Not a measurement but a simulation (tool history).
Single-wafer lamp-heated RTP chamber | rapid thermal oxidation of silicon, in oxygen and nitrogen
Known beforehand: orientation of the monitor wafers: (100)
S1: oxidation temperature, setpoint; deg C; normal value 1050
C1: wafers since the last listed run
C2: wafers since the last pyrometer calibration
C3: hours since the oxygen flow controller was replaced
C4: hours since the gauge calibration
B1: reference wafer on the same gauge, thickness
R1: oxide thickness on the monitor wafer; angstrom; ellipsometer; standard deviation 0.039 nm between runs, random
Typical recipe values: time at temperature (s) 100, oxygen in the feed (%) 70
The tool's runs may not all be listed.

{"run": 1, "hour": 0.0, "S1": 1050, "time at temperature (s)": 137, "oxygen in the feed (%)": 70, "C1": 0, "C2": 1065, "C3": 2165.8, "C4": 1505.1, "B1": 8.373, "R1": 107.89}
{"run": 2, "hour": 94.7, "S1": 1043, "time at temperature (s)": 100, "oxygen in the feed (%)": 57, "C1": 612, "C2": 1677, "C3": 2260.5, "C4": 1599.8, "B1": 8.38, "R1": 82.17}
{"run": 3, "hour": 150.8, "S1": 1043, "time at temperature (s)": 100, "oxygen in the feed (%)": 57, "C1": 362, "C2": 2040, "C3": 2316.6, "C4": 1655.9, "B1": 8.399, "R1": 82.92}
{"hour": 202.3, "done": "gauge calibrated"}
{"run": 4, "hour": 221.6, "S1": 1028, "time at temperature (s)": 100, "oxygen in the feed (%)": 70, "C1": 457, "C2": 2498, "C3": 2387.4, "C4": 19.3, "B1": 8.376, "R1": 80.27}
{"run": 5, "hour": 323.8, "S1": 1050, "time at temperature (s)": 100, "oxygen in the feed (%)": 70, "C1": 660, "C2": 3159, "C3": 2489.6, "C4": 121.5, "B1": 8.387, "R1": 93.99}
{"run": 6, "hour": 411.8, "S1": 1050, "time at temperature (s)": 100, "oxygen in the feed (%)": 70, "C1": 569, "C2": 3728, "C3": 2577.6, "C4": 209.5, "B1": 8.38, "R1": 94.68}
{"hour": 454.1, "done": "pyrometer window cleaned and pyrometer calibrated"}
{"run": 7, "hour": 516.6, "S1": 1050, "time at temperature (s)": 100, "oxygen in the feed (%)": 85, "C1": 626, "C2": 404, "C3": 2682.4, "C4": 314.3, "B1": 8.379, "R1": 99.12}
{"run": 8, "hour": 565.9, "S1": 1050, "time at temperature (s)": 100, "oxygen in the feed (%)": 85, "C1": 318, "C2": 723, "C3": 2731.7, "C4": 363.6, "B1": 8.375, "R1": 99.78}
{"run": 9, "hour": 618.8, "S1": 1050, "time at temperature (s)": 100, "oxygen in the feed (%)": 85, "C1": 342, "C2": 1065, "C3": 2784.6, "C4": 416.5, "B1": 8.399, "R1": 99.84}
{"run": 10, "hour": 701.3, "S1": 1050, "time at temperature (s)": 69, "oxygen in the feed (%)": 70, "C1": 533, "C2": 1598, "C3": 2867.1, "C4": 499.0, "B1": 8.394, "R1": 78.83}
{"run": 11, "hour": 795.5, "S1": 1050, "time at temperature (s)": 100, "oxygen in the feed (%)": 70, "C1": 609, "C2": 2207, "C3": 2961.3, "C4": 593.2, "B1": 8.391, "R1": 93.45}
{"hour": 1014.5, "done": "pyrometer window cleaned and pyrometer calibrated"}
{"run": 12, "hour": 1048.7, "S1": 1050, "time at temperature (s)": 100, "oxygen in the feed (%)": 70, "C1": 1585, "C2": 221, "C3": 3214.5, "C4": 846.4, "B1": 8.38, "R1": 92.51}
{"run": 13, "hour": 1124.9, "S1": 1050, "time at temperature (s)": 100, "oxygen in the feed (%)": 70, "C1": 492, "C2": 714, "C3": 3290.7, "C4": 922.6, "B1": 8.363, "R1": 92.6}
{"run": 14, "hour": 1176.3, "S1": 1067, "time at temperature (s)": 100, "oxygen in the feed (%)": 70, "C1": 332, "C2": 1046, "C3": 3342.1, "C4": 974.0, "B1": 8.378, "R1": 104.66}
{"run": 15, "hour": 1348.2, "S1": 1067, "time at temperature (s)": 100, "oxygen in the feed (%)": 70, "C1": 1111, "C2": 2158, "C3": 3514.0, "C4": 1145.9, "B1": 8.383, "R1": 105.05}
{"run": 16, "hour": 1488.1, "S1": 1050, "time at temperature (s)": 75, "oxygen in the feed (%)": 70, "C1": 904, "C2": 3062, "C3": 3653.9, "C4": 1285.8, "B1": 8.394, "R1": 82.81}
{"hour": 1590.8, "done": "pyrometer window cleaned and pyrometer calibrated"}
{"run": 17, "hour": 1591.3, "S1": 1050, "time at temperature (s)": 100, "oxygen in the feed (%)": 70, "C1": 615, "C2": 3, "C3": 3757.1, "C4": 1389.0, "B1": 8.367, "R1": 92.63}
{"run": 18, "hour": 1630.5, "S1": 1050, "time at temperature (s)": 100, "oxygen in the feed (%)": 70, "C1": 253, "C2": 256, "C3": 3796.3, "C4": 1428.2, "B1": 8.376, "R1": 92.59}
{"run": 19, "hour": 1715.1, "S1": 1050, "time at temperature (s)": 149, "oxygen in the feed (%)": 96, "C1": 547, "C2": 803, "C3": 3880.9, "C4": 1512.8, "B1": 8.376, "R1": 124.38}
{"run": 20, "hour": 1764.9, "S1": 1050, "time at temperature (s)": 100, "oxygen in the feed (%)": 70, "C1": 322, "C2": 1125, "C3": 3930.7, "C4": 1562.6, "B1": 8.38, "R1": 92.4}
{"hour": 1792.3, "done": "gauge calibrated"}
{"run": 21, "hour": 1850.4, "S1": 1050, "time at temperature (s)": 118, "oxygen in the feed (%)": 70, "C1": 552, "C2": 1678, "C3": 4016.2, "C4": 58.1, "B1": 8.381, "R1": 100.16}
{"run": 22, "hour": 1916.0, "S1": 1064, "time at temperature (s)": 149, "oxygen in the feed (%)": 98, "C1": 424, "C2": 2103, "C3": 4081.8, "C4": 123.7, "B1": 8.381, "R1": 139.42}
{"run": 23, "hour": 2011.4, "S1": 1027, "time at temperature (s)": 122, "oxygen in the feed (%)": 47, "C1": 616, "C2": 2720, "C3": 4177.2, "C4": 219.1, "B1": 8.389, "R1": 75.2}
{"run": 24, "hour": 2062.5, "S1": 1050, "time at temperature (s)": 100, "oxygen in the feed (%)": 70, "C1": 330, "C2": 3050, "C3": 4228.3, "C4": 270.2, "B1": 8.405, "R1": 93.96}
{"hour": 2111.0, "done": "pyrometer window cleaned and pyrometer calibrated"}
{"run": 25, "hour": 2169.5, "S1": 1050, "time at temperature (s)": 100, "oxygen in the feed (%)": 98, "C1": 640, "C2": 378, "C3": 4335.3, "C4": 377.2, "B1": 8.378, "R1": 105.03}
{"hour": 2199.4, "done": "oxygen flow controller replaced"}
{"run": 26, "hour": 2212.2, "S1": 1063, "time at temperature (s)": 67, "oxygen in the feed (%)": 50, "C1": 224, "C2": 602, "C3": 12.8, "C4": 419.9, "B1": 8.39, "R1": 74.91}
{"run": 27, "hour": 2273.5, "S1": 1050, "time at temperature (s)": 100, "oxygen in the feed (%)": 88, "C1": 396, "C2": 999, "C3": 74.1, "C4": 481.2, "B1": 8.377, "R1": 100.82}
{"run": 28, "hour": 2345.3, "S1": 1058, "time at temperature (s)": 50, "oxygen in the feed (%)": 70, "C1": 464, "C2": 1463, "C3": 145.9, "C4": 553.0, "B1": 8.361, "R1": 72.27}
{"run": 29, "hour": 2434.3, "S1": 1066, "time at temperature (s)": 51, "oxygen in the feed (%)": 70, "C1": 575, "C2": 2039, "C3": 234.9, "C4": 642.0, "B1": 8.379, "R1": 76.35}
{"run": 30, "hour": 2519.5, "S1": 1060, "time at temperature (s)": 70, "oxygen in the feed (%)": 83, "C1": 550, "C2": 2590, "C3": 320.1, "C4": 727.2, "B1": 8.383, "R1": 90.29}
{"run": 31, "hour": 2561.2, "S1": 1050, "time at temperature (s)": 100, "oxygen in the feed (%)": 70, "C1": 269, "C2": 2859, "C3": 361.8, "C4": 768.9, "B1": 8.358, "R1": 93.78}
{"run": 32, "hour": 2628.9, "S1": 1050, "time at temperature (s)": 128, "oxygen in the feed (%)": 70, "C1": 437, "C2": 3297, "C3": 429.5, "C4": 836.6, "B1": 8.37, "R1": 105.35}
{"run": 33, "hour": 2675.1, "S1": 1050, "time at temperature (s)": 70, "oxygen in the feed (%)": 70, "C1": 298, "C2": 3596, "C3": 475.7, "C4": 882.8, "B1": 8.385, "R1": 80.54}
{"hour": 2732.4, "done": "pyrometer window cleaned and pyrometer calibrated"}
{"run": 34, "hour": 2750.9, "S1": 1076, "time at temperature (s)": 100, "oxygen in the feed (%)": 70, "C1": 438, "C2": 119, "C3": 551.5, "C4": 958.6, "B1": 8.382, "R1": 110.14}
{"run": 35, "hour": 2856.1, "S1": 1067, "time at temperature (s)": 100, "oxygen in the feed (%)": 70, "C1": 680, "C2": 800, "C3": 656.7, "C4": 1063.8, "B1": 8.366, "R1": 103.57}
{"run": 36, "hour": 2907.1, "S1": 1050, "time at temperature (s)": 137, "oxygen in the feed (%)": 88, "C1": 329, "C2": 1129, "C3": 707.7, "C4": 1114.8, "B1": 8.379, "R1": 116.97}

Exercise: give the hidden state of the tool at every run:
deviation of the oxygen flow from its setpoint, %: 0 across all the runs
gauge reads high (%): 0 across all the runs
H1: true wafer temperature minus pyrometer reading, K
run=1 H1=0.497
run=2 H1=0.859
run=3 H1=1.15
run=4 H1=1.6
run=5 H1=2.4
run=6 H1=3.25
run=7 H1=0.391
run=8 H1=0.469
run=9 H1=0.6
run=10 H1=0.907
run=11 H1=1.41
run=12 H1=0.416
run=13 H1=0.516
run=14 H1=0.642
run=15 H1=1.41
run=16 H1=2.43
run=17 H1=0.131
run=18 H1=0.145
run=19 H1=0.27
run=20 H1=0.404
run=21 H1=0.738
run=22 H1=1.08
run=23 H1=1.73
run=24 H1=2.14
run=25 H1=0.203
run=26 H1=0.265
run=27 H1=0.41
run=28 H1=0.667
run=29 H1=1.11
run=30 H1=1.68
run=31 H1=2
run=32 H1=2.59
run=33 H1=3.04
run=34 H1=0.375
run=35 H1=0.51
run=36 H1=0.647

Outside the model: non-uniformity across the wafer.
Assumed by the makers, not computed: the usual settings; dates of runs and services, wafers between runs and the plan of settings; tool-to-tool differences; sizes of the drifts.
